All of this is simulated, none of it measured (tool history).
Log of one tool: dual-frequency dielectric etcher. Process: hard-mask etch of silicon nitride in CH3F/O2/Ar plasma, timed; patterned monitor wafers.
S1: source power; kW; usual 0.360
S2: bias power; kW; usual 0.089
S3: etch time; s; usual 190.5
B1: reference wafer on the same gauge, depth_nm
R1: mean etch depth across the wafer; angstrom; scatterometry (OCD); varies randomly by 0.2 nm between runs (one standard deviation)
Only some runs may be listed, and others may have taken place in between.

run   hour     S1     S2     S3     B1    R1
  1    0.0  0.360  0.089  190.5  116.9  1352
  2  100.7  0.360  0.089  190.5  117.0  1347
  3  139.8  0.360  0.089  190.5  117.0  1349
  4  237.3  0.360  0.089  190.5  117.0  1341
     307.9  -- wet clean of the chamber
  5  308.4  0.360  0.089  190.5  117.0  1370
  6  337.1  0.360  0.089  190.5  117.0  1375
     379.1  -- gauge calibrated
     393.6  -- upper electrode replaced
     409.2  -- source power generator calibrated
  7  433.9  0.360  0.089  190.5  117.0  1370
  8  521.7  0.290  0.099  190.5  117.0  1309
  9  559.4  0.360  0.089  190.5  117.0  1366
 10  631.6  0.380  0.107  190.5  117.0  1507
     671.7  -- bias power generator calibrated
 11  686.9  0.310  0.097  151.5  117.0  1028
 12  784.3  0.360  0.089  190.5  117.0  1320

Run 13 has not been measured yet. What should we expect?
     881.0  -- wet clean of the chamber
 13  881.5  0.270  0.089  239.5   ?   ?

{"run 13": {"B1": 117.0, "R1": 1496}}
The same run, on a tool lacking any hidden state, would have yielded R1 1500 angstrom.
